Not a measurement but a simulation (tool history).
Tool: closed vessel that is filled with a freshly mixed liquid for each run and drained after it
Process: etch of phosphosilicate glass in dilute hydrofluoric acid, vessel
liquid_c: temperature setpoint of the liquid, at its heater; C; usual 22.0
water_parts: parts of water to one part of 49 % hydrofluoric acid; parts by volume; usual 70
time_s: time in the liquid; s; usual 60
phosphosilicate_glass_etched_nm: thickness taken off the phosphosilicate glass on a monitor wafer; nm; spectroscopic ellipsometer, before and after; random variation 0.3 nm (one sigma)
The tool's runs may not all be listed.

run	hour	liquid_c	water_parts	time_s	read-back film thickness of the phosphosilicate glass reference wafer, read on the same gauge (nm)	phosphosilicate_glass_etched_nm
1	0.0	22.0	60	60	99.98	107.88
2	34.6	22.0	60	60	100.12	108.19
3	57.3	22.0	60	60	100.18	107.99
4	71.3	22.0	70	60	100.20	91.44
5	87.2	22.0	70	60	100.25	91.00
6	106.0	22.0	70	60	100.36	91.42
7	118.0	22.0	55	60	100.39	118.98
# hour 133.1: hydrofluoric acid flow meter replaced
8	143.0	22.0	100	60	100.57	61.80

Run 9 comes next. What will it give?
9	164.0	18.5	90	80	?	?

{"run 9": {"read-back film thickness of the phosphosilicate glass reference wafer, read on the same gauge (nm)": 100.74, "phosphosilicate_glass_etched_nm": 80.65}}
Without the tool's hidden state the same run would have given phosphosilicate_glass_etched_nm 80.10 nm.
